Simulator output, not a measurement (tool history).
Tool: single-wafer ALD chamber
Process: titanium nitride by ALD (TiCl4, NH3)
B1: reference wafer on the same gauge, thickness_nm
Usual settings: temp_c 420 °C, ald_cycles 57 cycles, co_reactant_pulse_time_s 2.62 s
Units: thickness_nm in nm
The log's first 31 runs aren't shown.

{"run": 32, "day": 73.204, "temp_c": 416, "ald_cycles": 57, "co_reactant_pulse_time_s": 2.62, "B1": 1.511, "thickness_nm": 1.306}
{"run": 33, "day": 74.992, "temp_c": 420, "ald_cycles": 53, "co_reactant_pulse_time_s": 2.62, "B1": 1.51, "thickness_nm": 1.215}
{"run": 34, "day": 76.071, "temp_c": 406, "ald_cycles": 47, "co_reactant_pulse_time_s": 2.62, "B1": 1.51, "thickness_nm": 1.077}
{"run": 35, "day": 77.671, "temp_c": 407, "ald_cycles": 57, "co_reactant_pulse_time_s": 1.61, "B1": 1.511, "thickness_nm": 1.285}
{"run": 36, "day": 80.1, "temp_c": 420, "ald_cycles": 57, "co_reactant_pulse_time_s": 2.62, "B1": 1.511, "thickness_nm": 1.307}
{"run": 37, "day": 82.425, "temp_c": 420, "ald_cycles": 57, "co_reactant_pulse_time_s": 2.62, "B1": 1.511, "thickness_nm": 1.306}
{"run": 38, "day": 84.967, "temp_c": 430, "ald_cycles": 64, "co_reactant_pulse_time_s": 3.1, "B1": 1.511, "thickness_nm": 1.473}
{"run": 39, "day": 87.708, "temp_c": 420, "ald_cycles": 54, "co_reactant_pulse_time_s": 2.62, "B1": 1.51, "thickness_nm": 1.239}
{"run": 40, "day": 88.883, "temp_c": 420, "ald_cycles": 57, "co_reactant_pulse_time_s": 2.13, "B1": 1.51, "thickness_nm": 1.3}
{"run": 41, "day": 91.596, "temp_c": 420, "ald_cycles": 57, "co_reactant_pulse_time_s": 2.27, "B1": 1.51, "thickness_nm": 1.301}

3 ways to go on from here, each from the tool as it stands after run 41. What would each give?
{"run": "A", "day": 91.617, "temp_c": 420, "ald_cycles": 57, "co_reactant_pulse_time_s": 2.62, "B1": "?", "thickness_nm": "?"}
{"run": "B", "day": 91.617, "temp_c": 407, "ald_cycles": 57, "co_reactant_pulse_time_s": 2.62, "B1": "?", "thickness_nm": "?"}
{"run": "C", "day": 91.617, "temp_c": 413, "ald_cycles": 65, "co_reactant_pulse_time_s": 2.62, "B1": "?", "thickness_nm": "?"}

run=A B1=1.51 thickness_nm=1.304
run=B B1=1.51 thickness_nm=1.299
run=C B1=1.51 thickness_nm=1.484
Without the tool's hidden state the same runs would have given:
run=A thickness_nm=1.304
run=B thickness_nm=1.299
run=C thickness_nm=1.484
